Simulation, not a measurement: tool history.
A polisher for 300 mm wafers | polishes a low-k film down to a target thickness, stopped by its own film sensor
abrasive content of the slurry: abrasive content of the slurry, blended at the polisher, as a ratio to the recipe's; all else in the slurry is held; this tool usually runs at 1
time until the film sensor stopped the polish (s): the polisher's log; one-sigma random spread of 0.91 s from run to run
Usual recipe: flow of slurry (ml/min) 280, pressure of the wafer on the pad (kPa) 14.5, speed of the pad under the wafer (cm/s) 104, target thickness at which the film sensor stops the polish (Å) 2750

| run | hour | flow of slurry (ml/min) | pressure of the wafer on the pad (kPa) | speed of the pad under the wafer (cm/s) | abrasive content of the slurry | target thickness at which the film sensor stops the polish (Å) | incoming thickness of the incoming film, nm | time until the film sensor stopped the polish (s) |
|---|---|---|---|---|---|---|---|---|
| 1 | 0 | 280 | 14.5 | 104 | 1 | 2750 | 319.1 | 101.4 |
|  | 22.3 | slurry blender recalibrated |
| 2 | 26.3 | 280 | 14.5 | 104 | 1 | 2750 | 319.3 | 101.9 |
| 3 | 56 | 280 | 14.5 | 104 | 1 | 2750 | 321.1 | 107.9 |
| 4 | 79.2 | 280 | 13.1 | 104 | 1 | 2750 | 314.2 | 97.3 |
|  | 90.6 | head pressure recalibrated |
| 5 | 98.5 | 280 | 13.1 | 104 | 1 | 2750 | 323.2 | 120.5 |
| 6 | 111.1 | 280 | 13.1 | 104 | 1 | 2750 | 318 | 106.7 |
|  | 128.7 | worn pad replaced by a new one |
| 7 | 130.7 | 280 | 14.5 | 104 | 0.8 | 2750 | 321.4 | 119.4 |
| 8 | 148 | 280 | 11 | 104 | 1 | 2750 | 316.9 | 120.3 |
| 9 | 160.7 | 280 | 14.5 | 104 | 1 | 2750 | 317.8 | 97.7 |
| 10 | 186.3 | 280 | 14.5 | 104 | 1 | 2660 | 321.2 | 127.1 |
|  | 194.3 | slurry blender recalibrated |
| 11 | 206.6 | 210 | 14.5 | 104 | 1 | 2610 | 318.5 | 135.5 |
| 12 | 229.3 | 330 | 10.3 | 104 | 1.2 | 2750 | 322.7 | 129.1 |
| 13 | 257.7 | 280 | 14.5 | 104 | 1 | 2750 | 320.3 | 103.9 |
| 14 | 280.2 | 195 | 17.9 | 104 | 1 | 2750 | 326.6 | 103.8 |
|  | 293.3 | slurry nozzle cleaned |
| 15 | 295.5 | 375 | 17.2 | 92 | 1.2 | 2750 | 321.7 | 89.2 |
|  | 301.6 | conditioning disc replaced and pad reconditioned |
|  | 317.3 | worn pad replaced by a new one |
| 16 | 321.7 | 205 | 14.5 | 132 | 1 | 2750 | 319.5 | 94.7 |
| 17 | 352.7 | 200 | 14.5 | 104 | 1 | 2680 | 321.1 | 126.2 |
|  | 356.2 | slurry blender recalibrated |
| 18 | 387.8 | 280 | 14.5 | 140 | 1 | 2860 | 323.9 | 76 |
| 19 | 409.3 | 280 | 12.4 | 138 | 1 | 2750 | 319.5 | 99.3 |
| 20 | 422.6 | 280 | 14.5 | 104 | 1 | 2750 | 314.7 | 92.3 |
| 21 | 437.7 | 280 | 13.1 | 104 | 1 | 2910 | 322.1 | 77.9 |
| 22 | 452.8 | 230 | 14.5 | 104 | 1 | 2750 | 320.1 | 106.5 |
| 23 | 481.4 | 280 | 14.5 | 104 | 1 | 2750 | 318.1 | 99.2 |
|  | 489 | worn pad replaced by a new one |
| 24 | 511.9 | 335 | 14.5 | 104 | 1 | 2810 | 316.3 | 78.4 |
| 25 | 529.7 | 235 | 11.7 | 104 | 1 | 2680 | 319.3 | 144.3 |

Alternative continuations, all from the tool just after run 25; predict every row:
| A | 530.2 | 280 | 14.5 | 116 | 1 | 2750 | 324.4 | ? |
| B | 530.2 | 280 | 14.5 | 104 | 0.9 | 2750 | 324.4 | ? |
| C | 530.2 | 365 | 14.5 | 104 | 1 | 2750 | 324.4 | ? |
| D | 530.2 | 220 | 14.5 | 84 | 1 | 2750 | 324.4 | ? |

| run | time until the film sensor stopped the polish (s) |
|---|---|
| A | 108.8 |
| B | 120.3 |
| C | 112.1 |
| D | 130.4 |
What these runs would have given with no unlogged condition in the tool:
| run | time until the film sensor stopped the polish (s) |
|---|---|
| A | 108.8 |
| B | 120.3 |
| C | 112.1 |
| D | 130.4 |
